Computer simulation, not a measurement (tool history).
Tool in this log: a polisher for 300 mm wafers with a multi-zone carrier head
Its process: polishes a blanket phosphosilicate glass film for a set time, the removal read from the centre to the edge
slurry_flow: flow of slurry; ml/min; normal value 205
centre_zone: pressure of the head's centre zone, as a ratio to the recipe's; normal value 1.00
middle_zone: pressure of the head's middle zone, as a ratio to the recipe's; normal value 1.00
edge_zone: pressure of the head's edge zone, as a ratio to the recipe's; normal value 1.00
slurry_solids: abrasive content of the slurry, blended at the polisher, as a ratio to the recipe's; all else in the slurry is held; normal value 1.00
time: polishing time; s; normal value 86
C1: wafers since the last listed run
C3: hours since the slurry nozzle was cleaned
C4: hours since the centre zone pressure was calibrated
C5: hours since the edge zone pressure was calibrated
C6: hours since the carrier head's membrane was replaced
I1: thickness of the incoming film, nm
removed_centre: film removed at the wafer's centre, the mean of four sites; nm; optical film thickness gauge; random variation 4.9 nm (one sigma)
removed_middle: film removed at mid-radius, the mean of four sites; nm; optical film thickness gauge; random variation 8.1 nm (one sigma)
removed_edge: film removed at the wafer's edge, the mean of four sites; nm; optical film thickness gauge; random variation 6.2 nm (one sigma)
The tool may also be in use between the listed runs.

run 1 day=0.000 | slurry_flow=205 centre_zone=1.00 middle_zone=1.00 edge_zone=1.00 slurry_solids=1.00 time=86 | C1=0 wafers_polished_on_this_pad=1263 C3=131.0 C4=423.7 C5=765.7 C6=873.3 | I1=4108.4 | removed_centre=548.5 removed_middle=566.2 removed_edge=575.0
-- day=0.267 worn pad replaced by a new one
run 2 day=1.254 | slurry_flow=205 centre_zone=1.00 middle_zone=1.00 edge_zone=1.00 slurry_solids=1.00 time=86 | C1=153 wafers_polished_on_this_pad=139 C3=161.1 C4=453.8 C5=795.8 C6=903.4 | I1=4159.9 | removed_centre=604.5 removed_middle=627.5 removed_edge=617.0
run 3 day=2.558 | slurry_flow=225 centre_zone=1.07 middle_zone=1.05 edge_zone=1.00 slurry_solids=1.00 time=86 | C1=184 wafers_polished_on_this_pad=324 C3=192.4 C4=485.1 C5=827.1 C6=934.7 | I1=4054.6 | removed_centre=635.0 removed_middle=656.8 removed_edge=636.3
run 4 day=3.212 | slurry_flow=205 centre_zone=1.00 middle_zone=1.00 edge_zone=1.00 slurry_solids=1.10 time=86 | C1=92 wafers_polished_on_this_pad=416 C3=208.1 C4=500.8 C5=842.8 C6=950.4 | I1=4175.6 | removed_centre=607.2 removed_middle=629.4 removed_edge=627.7
-- day=4.046 edge zone pressure recalibrated
run 5 day=4.067 | slurry_flow=205 centre_zone=1.09 middle_zone=1.00 edge_zone=1.08 slurry_solids=1.00 time=86 | C1=109 wafers_polished_on_this_pad=526 C3=228.6 C4=521.3 C5=0.5 C6=970.9 | I1=4053.7 | removed_centre=625.6 removed_middle=599.5 removed_edge=621.7
run 6 day=4.946 | slurry_flow=175 centre_zone=1.00 middle_zone=1.00 edge_zone=1.00 slurry_solids=1.15 time=86 | C1=124 wafers_polished_on_this_pad=650 C3=249.7 C4=542.4 C5=21.6 C6=992.0 | I1=4095.4 | removed_centre=590.7 removed_middle=613.2 removed_edge=619.0
run 7 day=6.254 | slurry_flow=205 centre_zone=0.95 middle_zone=1.00 edge_zone=1.00 slurry_solids=1.00 time=86 | C1=185 wafers_polished_on_this_pad=835 C3=281.1 C4=573.8 C5=53.0 C6=1023.4 | I1=4045.7 | removed_centre=537.0 removed_middle=587.5 removed_edge=583.2
run 8 day=7.375 | slurry_flow=205 centre_zone=1.00 middle_zone=1.00 edge_zone=1.00 slurry_solids=0.70 time=86 | C1=158 wafers_polished_on_this_pad=994 C3=308.0 C4=600.7 C5=79.9 C6=1050.3 | I1=4038.5 | removed_centre=481.0 removed_middle=500.1 removed_edge=500.3
-- day=7.662 worn pad replaced by a new one
-- day=8.383 carrier head's membrane replaced by a new one
run 9 day=8.404 | slurry_flow=205 centre_zone=1.09 middle_zone=1.00 edge_zone=1.09 slurry_solids=1.00 time=86 | C1=92 wafers_polished_on_this_pad=75 C3=332.7 C4=625.4 C5=104.6 C6=0.5 | I1=4123.4 | removed_centre=638.8 removed_middle=621.2 removed_edge=648.4
run 10 day=9.688 | slurry_flow=175 centre_zone=1.00 middle_zone=1.00 edge_zone=1.00 slurry_solids=0.80 time=86 | C1=181 wafers_polished_on_this_pad=257 C3=363.5 C4=656.2 C5=135.4 C6=31.3 | I1=4104.5 | removed_centre=520.4 removed_middle=540.1 removed_edge=561.2
run 11 day=10.412 | slurry_flow=205 centre_zone=1.00 middle_zone=1.00 edge_zone=1.00 slurry_solids=1.00 time=86 | C1=102 wafers_polished_on_this_pad=359 C3=380.9 C4=673.6 C5=152.8 C6=48.7 | I1=4121.3 | removed_centre=575.8 removed_middle=600.3 removed_edge=604.7
-- day=11.329 centre zone pressure recalibrated
run 12 day=11.571 | slurry_flow=160 centre_zone=1.09 middle_zone=1.00 edge_zone=0.88 slurry_solids=1.00 time=69 | C1=152 wafers_polished_on_this_pad=511 C3=408.7 C4=5.8 C5=180.6 C6=76.5 | I1=4064.9 | removed_centre=460.3 removed_middle=447.8 removed_edge=434.1
run 13 day=12.588 | slurry_flow=205 centre_zone=1.00 middle_zone=1.00 edge_zone=1.00 slurry_solids=1.00 time=86 | C1=143 wafers_polished_on_this_pad=655 C3=433.1 C4=30.2 C5=205.0 C6=100.9 | I1=4049.0 | removed_centre=561.2 removed_middle=586.5 removed_edge=588.7
run 14 day=13.225 | slurry_flow=205 centre_zone=0.89 middle_zone=1.00 edge_zone=1.00 slurry_solids=1.00 time=86 | C1=90 wafers_polished_on_this_pad=746 C3=448.4 C4=45.5 C5=220.3 C6=116.2 | I1=4128.0 | removed_centre=507.4 removed_middle=579.6 removed_edge=581.8
run 15 day=14.592 | slurry_flow=205 centre_zone=1.00 middle_zone=1.00 edge_zone=1.00 slurry_solids=1.00 time=86 | C1=193 wafers_polished_on_this_pad=939 C3=481.2 C4=78.3 C5=253.1 C6=149.0 | I1=4108.3 | removed_centre=543.5 removed_middle=575.4 removed_edge=574.7
-- day=15.321 worn pad replaced by a new one
run 16 day=15.875 | slurry_flow=205 centre_zone=1.00 middle_zone=1.00 edge_zone=1.00 slurry_solids=1.00 time=97 | C1=158 wafers_polished_on_this_pad=78 C3=512.0 C4=109.1 C5=283.9 C6=179.8 | I1=4081.3 | removed_centre=659.9 removed_middle=689.4 removed_edge=702.9
run 17 day=16.392 | slurry_flow=205 centre_zone=1.00 middle_zone=1.06 edge_zone=0.89 slurry_solids=1.30 time=75 | C1=73 wafers_polished_on_this_pad=151 C3=524.4 C4=121.5 C5=296.3 C6=192.2 | I1=4098.7 | removed_centre=562.2 removed_middle=612.5 removed_edge=551.0
run 18 day=17.804 | slurry_flow=205 centre_zone=1.00 middle_zone=0.93 edge_zone=1.00 slurry_solids=1.00 time=111 | C1=199 wafers_polished_on_this_pad=351 C3=558.3 C4=155.4 C5=330.2 C6=226.1 | I1=4119.0 | removed_centre=727.0 removed_middle=720.6 removed_edge=777.6
run 19 day=18.396 | slurry_flow=205 centre_zone=1.00 middle_zone=1.00 edge_zone=1.00 slurry_solids=1.00 time=86 | C1=83 wafers_polished_on_this_pad=435 C3=572.5 C4=169.6 C5=344.4 C6=240.3 | I1=4111.6 | removed_centre=566.9 removed_middle=578.2 removed_edge=596.5
run 20 day=19.675 | slurry_flow=225 centre_zone=1.00 middle_zone=1.00 edge_zone=1.03 slurry_solids=1.00 time=99 | C1=181 wafers_polished_on_this_pad=616 C3=603.2 C4=200.3 C5=375.1 C6=271.0 | I1=4138.6 | removed_centre=657.9 removed_middle=699.5 removed_edge=685.7
run 21 day=20.883 | slurry_flow=205 centre_zone=1.00 middle_zone=0.92 edge_zone=1.00 slurry_solids=0.90 time=86 | C1=171 wafers_polished_on_this_pad=787 C3=632.2 C4=229.3 C5=404.1 C6=300.0 | I1=4058.9 | removed_centre=523.1 removed_middle=515.7 removed_edge=560.3

What if the next run were any one of these 4? Each begins from the tool's condition after run 21:
run A day=20.900 | slurry_flow=205 centre_zone=1.00 middle_zone=1.00 edge_zone=1.00 slurry_solids=1.00 time=86 | C1=2 wafers_polished_on_this_pad=789 C3=632.6 C4=229.7 C5=404.5 C6=300.4 | I1=4112.2 | removed_centre=? removed_middle=? removed_edge=?
run B day=20.900 | slurry_flow=205 centre_zone=0.90 middle_zone=1.00 edge_zone=0.92 slurry_solids=1.00 time=86 | C1=2 wafers_polished_on_this_pad=789 C3=632.6 C4=229.7 C5=404.5 C6=300.4 | I1=4112.2 | removed_centre=? removed_middle=? removed_edge=?
run C day=20.900 | slurry_flow=160 centre_zone=1.00 middle_zone=0.95 edge_zone=0.89 slurry_solids=1.00 time=86 | C1=2 wafers_polished_on_this_pad=789 C3=632.6 C4=229.7 C5=404.5 C6=300.4 | I1=4112.2 | removed_centre=? removed_middle=? removed_edge=?
run D day=20.900 | slurry_flow=205 centre_zone=1.00 middle_zone=1.00 edge_zone=1.00 slurry_solids=1.30 time=86 | C1=2 wafers_polished_on_this_pad=789 C3=632.6 C4=229.7 C5=404.5 C6=300.4 | I1=4112.2 | removed_centre=? removed_middle=? removed_edge=?

run=A removed_centre=547.2 removed_middle=568.6 removed_edge=582.6
run=B removed_centre=499.3 removed_middle=568.9 removed_edge=560.1
run=C removed_centre=520.6 removed_middle=521.6 removed_edge=535.4
run=D removed_centre=602.7 removed_middle=626.3 removed_edge=641.7
With the hidden condition removed and each run's random variation left untouched, the same runs would have given:
run=A removed_centre=628.6 removed_middle=648.1 removed_edge=653.1
run=B removed_centre=573.6 removed_middle=648.5 removed_edge=627.8
run=C removed_centre=607.2 removed_middle=602.2 removed_edge=605.0
run=D removed_centre=692.4 removed_middle=713.9 removed_edge=719.4
